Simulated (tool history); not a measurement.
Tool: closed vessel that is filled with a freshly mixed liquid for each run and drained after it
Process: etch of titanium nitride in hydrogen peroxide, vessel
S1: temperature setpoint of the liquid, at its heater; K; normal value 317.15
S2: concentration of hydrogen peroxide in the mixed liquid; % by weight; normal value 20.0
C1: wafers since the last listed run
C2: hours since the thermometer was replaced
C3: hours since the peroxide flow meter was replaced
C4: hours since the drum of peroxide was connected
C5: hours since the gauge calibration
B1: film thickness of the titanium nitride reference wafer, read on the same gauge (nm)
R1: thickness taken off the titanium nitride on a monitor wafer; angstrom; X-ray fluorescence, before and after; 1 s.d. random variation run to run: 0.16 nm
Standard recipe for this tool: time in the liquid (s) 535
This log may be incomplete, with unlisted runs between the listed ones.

Run 1, hour 0.0: usual settings but S1 310.15 K, time in the liquid (s) 315; C1 0; C2 1110.7; C3 2201.2; C4 1065.5; C5 219.6; B1 80.00. Result: R1 102.4 angstrom.
Run 2, hour 31.8: usual settings but S1 310.15 K, time in the liquid (s) 315; C1 1990; C2 1142.5; C3 2233.0; C4 1097.3; C5 251.4; B1 79.98. Result: R1 102.7 angstrom.
Run 3, hour 57.3: usual settings but S1 310.15 K, time in the liquid (s) 315; C1 1596; C2 1168.0; C3 2258.5; C4 1122.8; C5 276.9; B1 79.99. Result: R1 103.2 angstrom.
Run 4, hour 72.1: usual settings but S2 23.5 % by weight; C1 926; C2 1182.8; C3 2273.3; C4 1137.6; C5 291.7; B1 80.00. Result: R1 312.5 angstrom.
Run 5, hour 99.0: usual settings but S2 23.0 % by weight; C1 1683; C2 1209.7; C3 2300.2; C4 1164.5; C5 318.6; B1 80.00. Result: R1 310.2 angstrom.
Run 6, hour 112.1: usual settings but S1 312.15 K; C1 819; C2 1222.8; C3 2313.3; C4 1177.6; C5 331.7; B1 80.00. Result: R1 204.5 angstrom.
Run 7, hour 133.5: usual settings but S1 312.15 K; C1 1339; C2 1244.2; C3 2334.7; C4 1199.0; C5 353.1; B1 79.98. Result: R1 203.8 angstrom.
Run 8, hour 163.6: usual settings but S1 312.15 K; C1 1883; C2 1274.3; C3 2364.8; C4 1229.1; C5 383.2; B1 80.00. Result: R1 206.2 angstrom.
Run 9, hour 183.7: usual settings; C1 1258; C2 1294.4; C3 2384.9; C4 1249.2; C5 403.3; B1 80.02. Result: R1 296.3 angstrom.
At hour 198.0: new drum of peroxide connected.
Run 10, hour 199.0: usual settings but time in the liquid (s) 690; C1 895; C2 1309.7; C3 2400.2; C4 1.0; C5 418.6; B1 80.02. Result: R1 386.7 angstrom.
Run 11, hour 215.8: usual settings but time in the liquid (s) 690; C1 1051; C2 1326.5; C3 2417.0; C4 17.8; C5 435.4; B1 80.04. Result: R1 387.7 angstrom.
Run 12, hour 250.8: usual settings but time in the liquid (s) 650; C1 2190; C2 1361.5; C3 2452.0; C4 52.8; C5 470.4; B1 80.04. Result: R1 362.9 angstrom.
Run 13, hour 280.6: usual settings but time in the liquid (s) 650; C1 1865; C2 1391.3; C3 2481.8; C4 82.6; C5 500.2; B1 80.00. Result: R1 362.5 angstrom.
At hour 286.4: thermometer replaced.
Run 14, hour 338.6: usual settings but S1 326.15 K, S2 18.0 % by weight, time in the liquid (s) 680; C1 3567; C2 52.2; C3 2539.8; C4 140.6; C5 558.2; B1 79.95. Result: R1 708.7 angstrom.
At hour 363.3: gauge calibrated.
Run 15, hour 370.3: usual settings but time in the liquid (s) 690; C1 1984; C2 83.9; C3 2571.5; C4 172.3; C5 7.0; B1 80.01. Result: R1 384.0 angstrom.
Run 16, hour 383.1: usual settings; C1 801; C2 96.7; C3 2584.3; C4 185.1; C5 19.8; B1 79.99. Result: R1 295.8 angstrom.
At hour 390.9: peroxide flow meter replaced.
Run 17, hour 396.2: usual settings but time in the liquid (s) 735; C1 757; C2 109.8; C3 5.3; C4 198.2; C5 32.9; B1 80.02. Result: R1 407.4 angstrom.
Run 18, hour 410.4: usual settings but S1 323.65 K, S2 16.5 % by weight; C1 888; C2 124.0; C3 19.5; C4 212.4; C5 47.1; B1 79.98. Result: R1 469.3 angstrom.
Run 19, hour 434.5: usual settings but time in the liquid (s) 330; C1 1508; C2 148.1; C3 43.6; C4 236.5; C5 71.2; B1 80.02. Result: R1 184.0 angstrom.
Run 20, hour 454.1: usual settings; C1 1226; C2 167.7; C3 63.2; C4 256.1; C5 90.8; B1 79.97. Result: R1 298.9 angstrom.
Run 21, hour 471.6: usual settings but S1 310.65 K, time in the liquid (s) 790; C1 1095; C2 185.2; C3 80.7; C4 273.6; C5 108.3; B1 79.99. Result: R1 268.5 angstrom.
Run 22, hour 552.1: usual settings but S1 312.15 K, S2 15.0 % by weight, time in the liquid (s) 420; C1 5038; C2 265.7; C3 161.2; C4 354.1; C5 188.8; B1 79.98. Result: R1 151.7 angstrom.
Run 23, hour 579.6: usual settings but S1 312.15 K; C1 1721; C2 293.2; C3 188.7; C4 381.6; C5 216.3; B1 80.00. Result: R1 203.6 angstrom.
Run 24, hour 610.6: usual settings but S1 320.15 K, time in the liquid (s) 410; C1 1940; C2 324.2; C3 219.7; C4 412.6; C5 247.3; B1 80.00. Result: R1 287.2 angstrom.
Run 25, hour 638.3: usual settings; C1 1733; C2 351.9; C3 247.4; C4 440.3; C5 275.0; B1 80.00. Result: R1 297.8 angstrom.
Run 26, hour 659.5: usual settings but S1 324.15 K, time in the liquid (s) 340; C1 1326; C2 373.1; C3 268.6; C4 461.5; C5 296.2; B1 80.01. Result: R1 318.9 angstrom.

Predict each of these 4 candidate next runs independently; none follows another, all start after run 26:
Run A, hour 660.3: usual settings; C1 50; C2 373.9; C3 269.4; C4 462.3; C5 297.0; B1 ?. Result: R1 ?.
Run B, hour 660.3: usual settings but S1 323.65 K, S2 24.5 % by weight, time in the liquid (s) 240; C1 50; C2 373.9; C3 269.4; C4 462.3; C5 297.0; B1 ?. Result: R1 ?.
Run C, hour 660.3: usual settings but S1 314.15 K, S2 26.0 % by weight, time in the liquid (s) 375; C1 50; C2 373.9; C3 269.4; C4 462.3; C5 297.0; B1 ?. Result: R1 ?.
Run D, hour 660.3: usual settings but S1 321.65 K; C1 50; C2 373.9; C3 269.4; C4 462.3; C5 297.0; B1 ?. Result: R1 ?.

run     B1     R1
  A  79.98  300.8
  B  79.98  227.3
  C  79.98  177.8
  D  79.98  419.6
Had the tool no hidden state, the same runs would have come out as:
run     R1
  A  300.8
  B  227.3
  C  177.8
  D  419.6
